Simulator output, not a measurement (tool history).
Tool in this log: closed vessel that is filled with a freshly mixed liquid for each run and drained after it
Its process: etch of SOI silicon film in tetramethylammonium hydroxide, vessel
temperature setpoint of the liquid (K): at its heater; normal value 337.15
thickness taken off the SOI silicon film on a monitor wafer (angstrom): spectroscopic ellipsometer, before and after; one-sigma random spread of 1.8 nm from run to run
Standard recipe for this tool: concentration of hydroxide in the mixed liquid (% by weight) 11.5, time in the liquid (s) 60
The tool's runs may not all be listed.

run	hour	temperature setpoint of the liquid (K)	concentration of hydroxide in the mixed liquid (% by weight)	time in the liquid (s)	wafers since the last listed run	hours since the thermometer was replaced	hours since the hydroxide flow meter was replaced	hours since the gauge calibration	read-back film thickness of the SOI silicon film reference wafer, read on the same gauge (nm)	thickness taken off the SOI silicon film on a monitor wafer (angstrom)
1	0.0	337.15	11.5	60	0	1772.4	1300.3	349.5	61.36	3050.1
2	32.8	337.15	11.5	60	4380	1805.2	1333.1	382.3	61.43	3027.3
3	48.1	337.15	11.5	60	2043	1820.5	1348.4	397.6	61.45	3055.9
4	68.2	337.15	11.5	80	2684	1840.6	1368.5	417.7	61.51	4002.7
5	84.2	337.15	11.5	60	2136	1856.6	1384.5	433.7	61.53	3054.1
6	104.5	337.15	11.5	60	2711	1876.9	1404.8	454.0	61.55	2991.2
7	117.0	337.15	11.5	60	1669	1889.4	1417.3	466.5	61.58	3015.2
8	137.2	340.65	11.5	35	2697	1909.6	1437.5	486.7	61.58	2197.2
9	153.9	340.65	11.5	35	2230	1926.3	1454.2	503.4	61.58	2177.0
10	184.5	337.15	10.5	60	4086	1956.9	1484.8	534.0	61.63	3125.5
11	217.1	337.15	10.5	60	4354	1989.5	1517.4	566.6	61.65	3133.9
12	233.7	337.15	11.5	40	2217	2006.1	1534.0	583.2	61.67	2019.9
13	258.1	337.15	11.5	40	3258	2030.5	1558.4	607.6	61.69	2003.3
14	279.6	337.15	11.5	60	2871	2052.0	1579.9	629.1	61.68	3037.9
15	300.4	331.15	13.5	85	2778	2072.8	1600.7	649.9	61.72	2737.8
# hour 310.4: hydroxide flow meter replaced
16	324.4	332.15	11.5	75	3071	2096.8	14.0	673.9	61.73	2744.6
17	345.4	337.15	9.0	60	2804	2117.8	35.0	694.9	61.73	3306.8
# hour 367.2: thermometer replaced
18	376.9	341.65	11.5	60	4073	9.7	66.5	726.4	61.72	3961.0
19	392.9	340.65	11.5	60	2136	25.7	82.5	742.4	61.74	3760.5
20	407.7	337.15	11.5	60	1976	40.5	97.3	757.2	61.77	3033.1
21	436.5	337.15	10.5	60	3846	69.3	126.1	786.0	61.76	3138.8
22	471.3	334.15	11.5	60	4647	104.1	160.9	820.8	61.78	2517.4
# hour 473.8: gauge calibrated
23	547.3	337.15	11.5	60	10150	180.1	236.9	73.5	60.45	3013.4
24	576.8	337.15	11.5	60	3940	209.6	266.4	103.0	60.60	2979.1
25	599.4	331.65	8.5	70	3018	232.2	289.0	125.6	60.76	2759.6
26	623.1	335.15	9.5	95	3165	255.9	312.7	149.3	60.84	4519.3
27	639.1	337.15	11.5	60	2136	271.9	328.7	165.3	60.91	2980.2

Estimate the outcome of run 28 from the log above:
28	663.1	337.15	12.5	70	3205	295.9	352.7	189.3	?	?

read-back film thickness of the SOI silicon film reference wafer, read on the same gauge (nm): 60.97
thickness taken off the SOI silicon film on a monitor wafer (angstrom): 3396.6
If the tool had no hidden condition, the same run with the same run-to-run variation would have returned thickness taken off the SOI silicon film on a monitor wafer (angstrom) 3341.2.
